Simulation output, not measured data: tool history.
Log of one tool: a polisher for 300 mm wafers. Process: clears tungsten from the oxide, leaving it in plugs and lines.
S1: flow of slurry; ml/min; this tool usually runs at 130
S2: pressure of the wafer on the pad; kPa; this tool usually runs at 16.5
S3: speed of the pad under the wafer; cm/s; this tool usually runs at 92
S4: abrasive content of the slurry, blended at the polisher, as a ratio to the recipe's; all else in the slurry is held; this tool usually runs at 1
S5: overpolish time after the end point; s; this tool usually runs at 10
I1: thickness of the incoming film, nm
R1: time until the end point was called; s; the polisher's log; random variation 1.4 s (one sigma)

run,hour,S1,S2,S3,S4,S5,I1,R1
1,0,130,16.5,92,1,10,404.4,128.4
# hour 20.8: head pressure recalibrated
2,31,130,16.5,92,1,10,412.3,123.1
# hour 91.6: slurry tank refilled with fresh slurry and peroxide
3,92.8,130,16.5,68,1,14,405.6,173.5
# hour 108.9: slurry nozzle cleaned
# hour 118.4: slurry blender recalibrated
4,134.2,155,16.5,92,1,10,399.5,119.9
5,192.3,130,16.5,92,1,10,399.3,129.6
# hour 242.9: worn pad replaced by a new one
6,260.6,130,16.5,92,1,11,406.6,130.9
7,314.5,130,16.5,92,1,10,403.4,128.6
# hour 344.9: slurry blender recalibrated
# hour 362.4: slurry tank refilled with fresh slurry and peroxide
8,364.4,130,16.5,92,1,10,399.5,128.5
# hour 412.1: head pressure recalibrated
9,421.7,130,16.5,84,1,10,404,149
10,469.3,130,16.5,84,1,10,405.9,152
# hour 484.2: worn pad replaced by a new one
11,503.2,95,20.7,78,1,8,408.5,148.1
12,535,105,16.5,110,1,10,403.8,125.5
# hour 571.8: slurry blender recalibrated
13,580.3,155,16.5,92,1,10,412.6,140.6
# hour 587.5: slurry tank refilled with fresh slurry and peroxide
# hour 590.8: head pressure recalibrated, repeated, since the last time left the tool worse
14,605.1,130,16.5,110,1,8,399.7,102.4

Run 15 is up next; what results do you expect?
# hour 648.9: slurry nozzle cleaned
15,664.8,150,13.8,112,0.8,10,404,?

{"run 15": {"R1": 129.7}}
Were there no unlogged condition in the tool, this run, its random variation unchanged, would have produced R1 126.6 s.
